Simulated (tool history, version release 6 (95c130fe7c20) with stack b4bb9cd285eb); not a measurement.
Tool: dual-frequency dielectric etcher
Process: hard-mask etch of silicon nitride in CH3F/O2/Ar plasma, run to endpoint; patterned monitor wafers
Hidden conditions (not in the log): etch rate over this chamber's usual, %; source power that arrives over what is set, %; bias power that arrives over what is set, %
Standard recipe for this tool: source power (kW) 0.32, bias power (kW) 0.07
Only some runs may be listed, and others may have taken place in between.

run,hour,source power (kW),bias power (kW),wafers since the last listed run,hours since the last wet clean,hours since the last source power generator calibration,hours since the last bias power generator calibration,hours since the last upper electrode change,"incoming incoming film thickness, nm",endpoint time (s)
1,0,0.32,0.07,0,208.8,1945.4,2506.3,3282.2,54.6,86
2,57.1,0.32,0.07,452,265.9,2002.5,2563.4,3339.3,55.3,87.9
3,95.9,0.32,0.07,307,304.7,2041.3,2602.2,3378.1,54.7,86.1
4,168.3,0.32,0.07,573,377.1,2113.7,2674.6,3450.5,54.9,86.4
5,241.3,0.32,0.07,578,450.1,2186.7,2747.6,3523.5,54.5,85.2
# hour 287.2: wet clean of the chamber
6,331.1,0.32,0.07,521,43.9,2276.5,2837.4,3613.3,54.8,95.5
7,429.8,0.28,0.07,781,142.6,2375.2,2936.1,3712,55.3,98.3
8,507.6,0.3,0.065,616,220.4,2453,3013.9,3789.8,54,95.2
9,586.9,0.3,0.065,628,299.7,2532.3,3093.2,3869.1,54.6,94.8
# hour 634: bias power generator calibrated
10,634.5,0.32,0.056,345,347.3,2579.9,0.5,3916.7,54.7,98.2
11,672.3,0.32,0.056,299,385.1,2617.7,38.3,3954.5,54.6,95.9
12,731.3,0.32,0.07,467,444.1,2676.7,97.3,4013.5,54.9,90.3
13,829.1,0.32,0.07,774,541.9,2774.5,195.1,4111.3,54.5,89.8
# hour 844.1: source power generator calibrated
14,880.5,0.32,0.07,375,593.3,36.4,246.5,4162.7,55.2,91.4
# hour 954.5: wet clean of the chamber, repeated, since the last time left the tool worse
15,955,0.32,0.07,399,0.5,110.9,321,4237.2,54.9,88.5
16,983.5,0.32,0.07,225,29,139.4,349.5,4265.7,55.3,88.6
17,1081,0.32,0.07,772,126.5,236.9,447,4363.2,55,86.6
18,1168.6,0.28,0.081,693,214.1,324.5,534.6,4450.8,54.6,88.3
19,1214.9,0.32,0.07,366,260.4,370.8,580.9,4497.1,54.2,85.1
20,1281.4,0.3,0.065,526,326.9,437.3,647.4,4563.6,55.1,89.6
21,1371.4,0.27,0.08,712,416.9,527.3,737.4,4653.6,55.1,88.4
# hour 1416.3: wet clean of the chamber
22,1473.2,0.26,0.07,616,56.9,629.1,839.2,4755.4,54.7,95.7
23,1522.4,0.37,0.07,389,106.1,678.3,888.4,4804.6,54.4,83.7
24,1608.4,0.32,0.07,681,192.1,764.3,974.4,4890.6,55,87.4
25,1645.5,0.28,0.08,293,229.2,801.4,1011.5,4927.7,54.8,88.2
26,1719,0.39,0.07,582,302.7,874.9,1085,5001.2,55,80.7
27,1781.7,0.38,0.084,496,365.4,937.6,1147.7,5063.9,54,76.7
28,1841.2,0.38,0.057,471,424.9,997.1,1207.2,5123.4,54.9,85.6
# hour 1901.9: upper electrode replaced
29,1902.4,0.32,0.07,294,486.1,1058.3,1268.4,0.5,54.7,85.1
30,1974,0.4,0.07,567,557.7,1129.9,1340,72.1,54.6,77.9
# hour 2004.5: wet clean of the chamber
31,2058.9,0.24,0.084,482,54.4,1214.8,1424.9,157,55.1,92.8
32,2156.6,0.37,0.085,773,152.1,1312.5,1522.6,254.7,54.4,76.9
33,2302,0.27,0.056,1151,297.5,1457.9,1668,400.1,54.6,96.2
34,2386.6,0.39,0.056,670,382.1,1542.5,1752.6,484.7,54.9,85
35,2493.6,0.36,0.087,847,489.1,1649.5,1859.6,591.7,54.8,77.6

4 ways to go on from here, each from the tool as it stands after run 35. What would each give?
A,2494,0.32,0.055,3,489.5,1649.9,1860,592.1,54.7,?
B,2494,0.27,0.07,3,489.5,1649.9,1860,592.1,54.7,?
C,2494,0.32,0.081,3,489.5,1649.9,1860,592.1,54.7,?
D,2494,0.25,0.084,3,489.5,1649.9,1860,592.1,54.7,?

run,endpoint time (s)
A,88.3
B,88.3
C,80.1
D,86.3
Without the tool's hidden state the same runs would have given:
run,endpoint time (s)
A,91.9
B,91.9
C,83.3
D,89.8
